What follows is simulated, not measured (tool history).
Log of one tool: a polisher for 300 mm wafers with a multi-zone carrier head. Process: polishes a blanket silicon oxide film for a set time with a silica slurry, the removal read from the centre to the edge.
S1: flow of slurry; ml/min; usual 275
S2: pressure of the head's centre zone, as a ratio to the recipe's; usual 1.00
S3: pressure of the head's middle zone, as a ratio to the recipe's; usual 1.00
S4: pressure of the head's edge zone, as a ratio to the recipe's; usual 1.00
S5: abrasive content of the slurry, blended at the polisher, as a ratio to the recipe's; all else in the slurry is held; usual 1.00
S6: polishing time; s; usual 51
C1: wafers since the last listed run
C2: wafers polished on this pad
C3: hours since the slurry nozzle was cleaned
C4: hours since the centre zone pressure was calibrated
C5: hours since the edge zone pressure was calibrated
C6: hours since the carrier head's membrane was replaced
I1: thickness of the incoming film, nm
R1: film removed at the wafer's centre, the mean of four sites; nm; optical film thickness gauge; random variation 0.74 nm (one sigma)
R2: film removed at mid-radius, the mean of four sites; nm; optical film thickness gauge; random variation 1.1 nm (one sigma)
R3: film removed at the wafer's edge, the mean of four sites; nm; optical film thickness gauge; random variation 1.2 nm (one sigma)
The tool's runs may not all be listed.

run 1 hour=0.0 | S1=275 S2=1.00 S3=1.00 S4=1.00 S5=1.00 S6=51 | C1=0 C2=793 C3=76.1 C4=2.3 C5=530.0 C6=65.8 | I1=1535.4 | R1=104.8 R2=107.4 R3=108.4
run 2 hour=35.8 | S1=275 S2=1.00 S3=1.00 S4=1.00 S5=1.00 S6=51 | C1=293 C2=1087 C3=111.9 C4=38.1 C5=565.8 C6=101.6 | I1=1535.2 | R1=103.9 R2=108.1 R3=105.6
run 3 hour=68.4 | S1=275 S2=1.00 S3=1.09 S4=1.00 S5=1.00 S6=45 | C1=267 C2=1355 C3=144.5 C4=70.7 C5=598.4 C6=134.2 | I1=1555.1 | R1=91.0 R2=99.9 R3=90.8
-- hour=83.9 worn pad replaced by a new one
run 4 hour=96.8 | S1=365 S2=0.93 S3=1.03 S4=1.00 S5=1.00 S6=51 | C1=200 C2=105 C3=172.9 C4=99.1 C5=626.8 C6=162.6 | I1=1552.4 | R1=102.7 R2=114.7 R3=111.1
run 5 hour=120.0 | S1=275 S2=1.00 S3=1.00 S4=1.00 S5=1.20 S6=51 | C1=190 C2=296 C3=196.1 C4=122.3 C5=650.0 C6=185.8 | I1=1551.3 | R1=120.6 R2=122.6 R3=123.5
run 6 hour=142.9 | S1=275 S2=1.00 S3=1.00 S4=1.00 S5=1.00 S6=51 | C1=188 C2=484 C3=219.0 C4=145.2 C5=672.9 C6=208.7 | I1=1572.2 | R1=108.2 R2=110.4 R3=110.2
run 7 hour=156.4 | S1=275 S2=1.00 S3=1.09 S4=1.05 S5=1.00 S6=51 | C1=110 C2=595 C3=232.5 C4=158.7 C5=686.4 C6=222.2 | I1=1571.9 | R1=106.7 R2=119.6 R3=110.8
run 8 hour=182.8 | S1=330 S2=0.95 S3=1.00 S4=0.94 S5=1.00 S6=51 | C1=216 C2=811 C3=258.9 C4=185.1 C5=712.8 C6=248.6 | I1=1563.1 | R1=102.0 R2=111.5 R3=106.9
run 9 hour=205.0 | S1=275 S2=1.00 S3=1.00 S4=1.00 S5=1.00 S6=51 | C1=182 C2=994 C3=281.1 C4=207.3 C5=735.0 C6=270.8 | I1=1540.5 | R1=105.7 R2=109.9 R3=105.0
-- hour=227.8 edge zone pressure recalibrated
run 10 hour=233.3 | S1=275 S2=0.93 S3=1.00 S4=1.00 S5=1.00 S6=34 | C1=215 C2=1210 C3=309.4 C4=235.6 C5=5.5 C6=299.1 | I1=1588.7 | R1=64.9 R2=71.6 R3=71.2
run 11 hour=262.2 | S1=275 S2=1.00 S3=1.00 S4=1.00 S5=1.00 S6=51 | C1=237 C2=1447 C3=338.3 C4=264.5 C5=34.4 C6=328.0 | I1=1562.4 | R1=103.3 R2=103.2 R3=106.9
-- hour=281.1 worn pad replaced by a new one
run 12 hour=284.3 | S1=275 S2=1.00 S3=0.95 S4=1.05 S5=1.00 S6=43 | C1=148 C2=26 C3=360.4 C4=286.6 C5=56.5 C6=350.1 | I1=1553.4 | R1=91.0 R2=90.2 R3=92.9
-- hour=294.0 centre zone pressure recalibrated
run 13 hour=310.5 | S1=275 S2=1.00 S3=1.00 S4=1.00 S5=0.80 S6=51 | C1=198 C2=224 C3=386.6 C4=16.5 C5=82.7 C6=376.3 | I1=1567.2 | R1=89.7 R2=90.9 R3=90.6
run 14 hour=345.0 | S1=200 S2=0.90 S3=1.00 S4=1.10 S5=0.85 S6=51 | C1=283 C2=508 C3=421.1 C4=51.0 C5=117.2 C6=410.8 | I1=1556.1 | R1=82.7 R2=91.7 R3=98.8
run 15 hour=359.5 | S1=200 S2=0.90 S3=1.00 S4=1.10 S5=0.85 S6=51 | C1=119 C2=627 C3=435.6 C4=65.5 C5=131.7 C6=425.3 | I1=1558.5 | R1=83.0 R2=92.8 R3=98.0
run 16 hour=389.1 | S1=230 S2=1.00 S3=1.00 S4=1.00 S5=1.00 S6=51 | C1=243 C2=870 C3=465.2 C4=95.1 C5=161.3 C6=454.9 | I1=1569.1 | R1=103.9 R2=105.5 R3=107.3
run 17 hour=416.8 | S1=275 S2=1.00 S3=1.00 S4=1.00 S5=1.00 S6=51 | C1=227 C2=1097 C3=492.9 C4=122.8 C5=189.0 C6=482.6 | I1=1555.4 | R1=106.0 R2=107.1 R3=107.2
run 18 hour=453.8 | S1=305 S2=1.00 S3=1.00 S4=1.00 S5=1.00 S6=58 | C1=303 C2=1401 C3=529.9 C4=159.8 C5=226.0 C6=519.6 | I1=1553.4 | R1=119.1 R2=121.6 R3=120.4
-- hour=466.3 worn pad replaced by a new one
run 19 hour=466.8 | S1=275 S2=1.00 S3=1.10 S4=1.00 S5=1.00 S6=64 | C1=73 C2=4 C3=542.9 C4=172.8 C5=239.0 C6=532.6 | I1=1534.9 | R1=135.4 R2=149.3 R3=138.1
run 20 hour=501.6 | S1=275 S2=1.00 S3=0.95 S4=1.00 S5=1.00 S6=51 | C1=285 C2=289 C3=577.7 C4=207.6 C5=273.8 C6=567.4 | I1=1545.3 | R1=106.7 R2=106.7 R3=109.9
run 21 hour=533.6 | S1=275 S2=1.00 S3=1.00 S4=0.95 S5=1.15 S6=45 | C1=262 C2=552 C3=609.7 C4=239.6 C5=305.8 C6=599.4 | I1=1562.9 | R1=103.8 R2=106.4 R3=102.7
run 22 hour=564.1 | S1=275 S2=1.00 S3=1.00 S4=0.90 S5=0.90 S6=51 | C1=250 C2=803 C3=640.2 C4=270.1 C5=336.3 C6=629.9 | I1=1564.4 | R1=98.1 R2=99.4 R3=94.4
run 23 hour=584.8 | S1=275 S2=1.00 S3=1.00 S4=1.00 S5=1.00 S6=51 | C1=169 C2=972 C3=660.9 C4=290.8 C5=357.0 C6=650.6 | I1=1572.1 | R1=105.9 R2=109.6 R3=107.3

Hidden state at the last listed run before each entry between runs and at the first one after, where it differs:
Between runs 3 and 4: worn pad replaced by a new one (hour 83.9)
  removal rate lost through wear of the pad, %: 4.79 -> 0.199
  measured less the result without the state, R1: -4.6 -> -0.2 nm; R2: -5.1 -> -0.2 nm; R3: -4.6 -> -0.2 nm
Between runs 9 and 10: edge zone pressure recalibrated (hour 227.8)
  removal rate lost through wear of the pad, %: 2.22 -> 3.28
  measured less the result without the state, R1: -2.4 -> -2.2 nm; R2: -2.5 -> -2.4 nm; R3: -2.4 -> -2.5 nm
Between runs 11 and 12: worn pad replaced by a new one (hour 281.1)
  removal rate lost through wear of the pad, %: 4.6 -> 0.688
  measured less the result without the state, R1: -5.0 -> -0.7 nm; R2: -5.0 -> -0.6 nm; R3: -5.1 -> -0.6 nm
Between runs 12 and 13: centre zone pressure recalibrated (hour 294.0)
  removal rate lost through wear of the pad, %: 0.688 -> 0.807
  measured less the result without the state, R1: -0.7 -> -0.7 nm; R2: -0.6 -> -0.7 nm; R3: -0.6 -> -0.8 nm
Between runs 18 and 19: worn pad replaced by a new one (hour 466.3)
  removal rate lost through wear of the pad, %: 4.84 -> 0.0637
  measured less the result without the state, R1: -6.0 -> -0.1 nm; R2: -6.2 -> -0.1 nm; R3: -6.1 -> -0.1 nm

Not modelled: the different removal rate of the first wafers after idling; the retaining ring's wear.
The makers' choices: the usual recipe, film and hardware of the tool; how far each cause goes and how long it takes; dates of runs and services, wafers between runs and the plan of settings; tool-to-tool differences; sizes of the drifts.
